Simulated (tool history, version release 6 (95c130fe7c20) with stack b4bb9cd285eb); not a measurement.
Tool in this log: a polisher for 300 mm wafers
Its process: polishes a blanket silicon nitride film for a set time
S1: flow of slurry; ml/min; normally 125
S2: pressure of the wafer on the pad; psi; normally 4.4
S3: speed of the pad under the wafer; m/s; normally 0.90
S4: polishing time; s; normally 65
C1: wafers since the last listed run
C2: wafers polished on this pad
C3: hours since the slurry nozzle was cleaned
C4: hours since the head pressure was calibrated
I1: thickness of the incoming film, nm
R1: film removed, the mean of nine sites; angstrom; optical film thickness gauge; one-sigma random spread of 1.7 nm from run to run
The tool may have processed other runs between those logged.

run	hour	S1	S2	S3	S4	C1	C2	C3	C4	I1	R1
1	0.0	125	4.8	0.90	65	0	0	209.9	890.4	926.1	1401
2	15.3	125	4.8	0.90	65	160	161	225.2	905.7	918.4	1342
3	31.7	125	4.8	0.90	65	172	333	241.6	922.1	941.7	1307
4	38.5	125	4.4	1.12	51	71	405	248.4	928.9	924.2	1097
5	50.8	125	4.4	1.12	51	129	534	260.7	941.2	929.2	1092
# hour 92.7: worn pad replaced by a new one
6	102.2	125	4.4	0.90	50	498	100	312.1	992.6	922.4	953
7	113.8	125	4.4	0.90	65	121	222	323.7	1004.2	938.4	1204
8	128.2	125	4.4	0.90	65	151	373	338.1	1018.6	939.2	1167
9	144.7	125	4.4	0.90	65	173	546	354.6	1035.1	930.7	1147
10	162.2	125	4.4	0.66	65	184	731	372.1	1052.6	931.0	877
# hour 167.9: worn pad replaced by a new one
11	176.9	125	4.4	0.66	65	112	94	386.8	1067.3	927.8	988
12	183.5	125	4.4	0.90	65	69	164	393.4	1073.9	942.2	1237
13	200.9	125	4.4	0.90	65	182	347	410.8	1091.3	928.4	1173
# hour 209.7: slurry nozzle cleaned
14	216.3	125	4.4	0.90	65	151	498	6.6	1106.7	919.0	1148
15	226.8	125	4.4	0.90	65	110	609	17.1	1117.2	931.4	1149
16	237.5	125	4.4	1.10	65	112	721	27.8	1127.9	926.9	1357
17	246.7	125	4.4	1.08	52	96	818	37.0	1137.1	944.8	1078
# hour 260.4: worn pad replaced by a new one
18	263.2	125	5.0	0.74	80	131	29	53.5	1153.6	918.3	1484
# hour 266.5: head pressure recalibrated
19	275.2	125	5.7	0.90	84	105	134	65.5	8.7	925.9	2007
20	292.6	125	4.4	0.90	65	182	317	82.9	26.1	917.3	1171
21	299.0	100	3.0	0.90	73	67	384	89.3	32.5	924.9	876
22	309.8	125	4.4	0.90	65	113	498	100.1	43.3	935.4	1124
23	323.0	125	4.4	0.90	65	138	636	113.3	56.5	928.2	1149
# hour 337.0: worn pad replaced by a new one
24	375.3	95	3.7	1.12	56	507	403	165.6	108.8	910.4	960
25	385.1	85	4.4	0.90	49	103	506	175.4	118.6	937.6	817
26	402.9	125	4.9	1.22	65	187	693	193.2	136.4	917.6	1660
# hour 421.9: worn pad replaced by a new one
27	422.4	105	4.4	1.20	65	163	5	212.7	155.9	933.0	1588
28	426.2	125	4.4	0.78	75	39	45	216.5	159.7	938.4	1309

Below, some changes in R1 between adjacent runs. For each, the amount present without the hidden state too (settings, incoming material, random variation) and the amount remaining for the hidden state with gauge scatter not shared by both compared results:
Hidden state present: removal rate lost through wear of the pad, %; slurry flow missing at the pad, %; deviation of the head's pressure from its setpoint, %.
Run 19 -> 20: S2 5.7 -> 4.4, S4 84 -> 65. R1 -836 angstrom: hidden state +18, all else -854.
Run 25 -> 26: S1 85 -> 125, S2 4.4 -> 4.9, S3 0.90 -> 1.22, S4 49 -> 65. R1 +843 angstrom: hidden state -127, all else +970.
Run 26 -> 27: S1 125 -> 105, S2 4.9 -> 4.4, S3 1.22 -> 1.20, worn pad replaced by a new one. R1 -72 angstrom: hidden state +223, all else -295.
